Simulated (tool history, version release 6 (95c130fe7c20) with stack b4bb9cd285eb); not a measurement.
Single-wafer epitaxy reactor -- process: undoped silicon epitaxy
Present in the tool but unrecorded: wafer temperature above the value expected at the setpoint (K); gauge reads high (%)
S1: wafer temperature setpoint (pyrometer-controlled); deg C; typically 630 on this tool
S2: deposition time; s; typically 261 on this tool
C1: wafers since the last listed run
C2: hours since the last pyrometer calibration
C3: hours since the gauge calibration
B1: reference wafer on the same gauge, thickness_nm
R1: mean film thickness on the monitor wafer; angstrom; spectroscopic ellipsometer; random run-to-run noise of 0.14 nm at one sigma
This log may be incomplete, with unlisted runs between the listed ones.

run,hour,S1,S2,C1,C2,C3,B1,R1
1,0,630,261,0,1044.1,1368.1,26.283,304.44
2,42,630,261,273,1086.1,1410.1,26.299,305.53
3,85,630,261,279,1129.1,1453.1,26.313,306.7
4,116.3,630,261,203,1160.4,1484.4,26.314,308.92
5,169.7,630,261,347,1213.8,1537.8,26.323,308.17
6,218.8,620,261,319,1262.9,1586.9,26.325,251.3
7,245,620,261,170,1289.1,1613.1,26.322,250.77
8,298.5,630,235,347,1342.6,1666.6,26.284,278.32
9,384.6,630,287,559,1428.7,1752.7,26.319,341.12
10,440.1,630,287,360,1484.2,1808.2,26.303,343.86
11,492.3,630,295,339,1536.4,1860.4,26.309,349.6
12,519.8,630,295,178,1563.9,1887.9,26.278,354.72
13,563.9,630,261,286,1608,1932,26.301,311.97
14,608.9,630,261,292,1653,1977,26.319,314.53
15,670.4,630,261,399,1714.5,2038.5,26.281,310.84
16,735.3,640,244,421,1779.4,2103.4,26.294,358.3
17,763.8,640,244,185,1807.9,2131.9,26.307,363.64
18,814.5,640,244,329,1858.6,2182.6,26.302,361.47
# hour 815.1: gauge calibrated
19,851.7,630,261,241,1895.8,36.6,26.275,314.29
20,910.7,630,261,383,1954.8,95.6,26.322,317.28
21,981.3,630,261,458,2025.4,166.2,26.283,318.34
22,1020.2,630,231,252,2064.3,205.1,26.298,280.95
23,1081.5,630,261,398,2125.6,266.4,26.32,318.74
24,1119.1,619,278,244,2163.2,304,26.3,273.56
25,1189.9,630,303,460,2234,374.8,26.258,370.5
26,1231.8,630,261,272,2275.9,416.7,26.293,321.34
27,1277.4,621,305,296,2321.5,462.3,26.292,315.68
28,1333.8,620,279,366,2377.9,518.7,26.31,283.11
29,1372.8,625,303,253,2416.9,557.7,26.282,338.49
30,1401.6,625,210,187,2445.7,586.5,26.275,236.53
31,1442.9,630,261,268,2487,627.8,26.313,326.95
# hour 1481.5: pyrometer calibrated
32,1495.8,623,296,291,14.3,680.7,26.29,296.78
33,1529.8,630,261,221,48.3,714.7,26.278,303.99
34,1560.1,622,277,196,78.6,745,26.293,270.48
35,1623.2,637,305,410,141.7,808.1,26.282,410.42
36,1653,644,306,193,171.5,837.9,26.312,473.28
37,1721.2,619,212,443,239.7,906.1,26.279,193.95
38,1771.3,630,276,325,289.8,956.2,26.331,319.32
39,1799.9,630,286,185,318.4,984.8,26.27,332.25
40,1870.4,642,261,458,388.9,1055.3,26.288,388.37
41,1936.3,620,238,428,454.8,1121.2,26.32,222.11
42,1997.9,630,261,400,516.4,1182.8,26.313,304.25
43,2039.6,616,209,271,558.1,1224.5,26.324,182.29
44,2110.6,630,261,461,629.1,1295.5,26.337,301.84
45,2138.8,618,307,183,657.3,1323.7,26.295,278.94
46,2206.8,630,304,442,725.3,1391.7,26.274,354.44
47,2269.3,625,246,406,787.8,1454.2,26.297,258.13

A few steps of R1 between consecutive runs. Split each: what settings, incoming material and random variation would produce without the hidden state, and what is left over for the hidden state, along with gauge scatter present in only one of the two compared results (measured, and without hidden state):
Run 29 -> 30: S2 303 -> 210. R1 -101.96 angstrom: hidden state -6.31, all else -95.65.
Run 30 -> 31: S1 625 -> 630, S2 210 -> 261. R1 +90.42 angstrom: hidden state +6.58, all else +83.84.
Run 31 -> 32: S1 630 -> 623, S2 261 -> 296, pyrometer calibrated. R1 -30.17 angstrom: hidden state -23.04, all else -7.13.
Run 34 -> 35: S1 622 -> 637, S2 277 -> 305. R1 +139.94 angstrom: hidden state -0.19, all else +140.13.
Run 36 -> 37: S1 644 -> 619, S2 306 -> 212. R1 -279.33 angstrom: hidden state +0.51, all else -279.84.
Run 40 -> 41: S1 642 -> 620, S2 261 -> 238. R1 -166.26 angstrom: hidden state +0.19, all else -166.45.
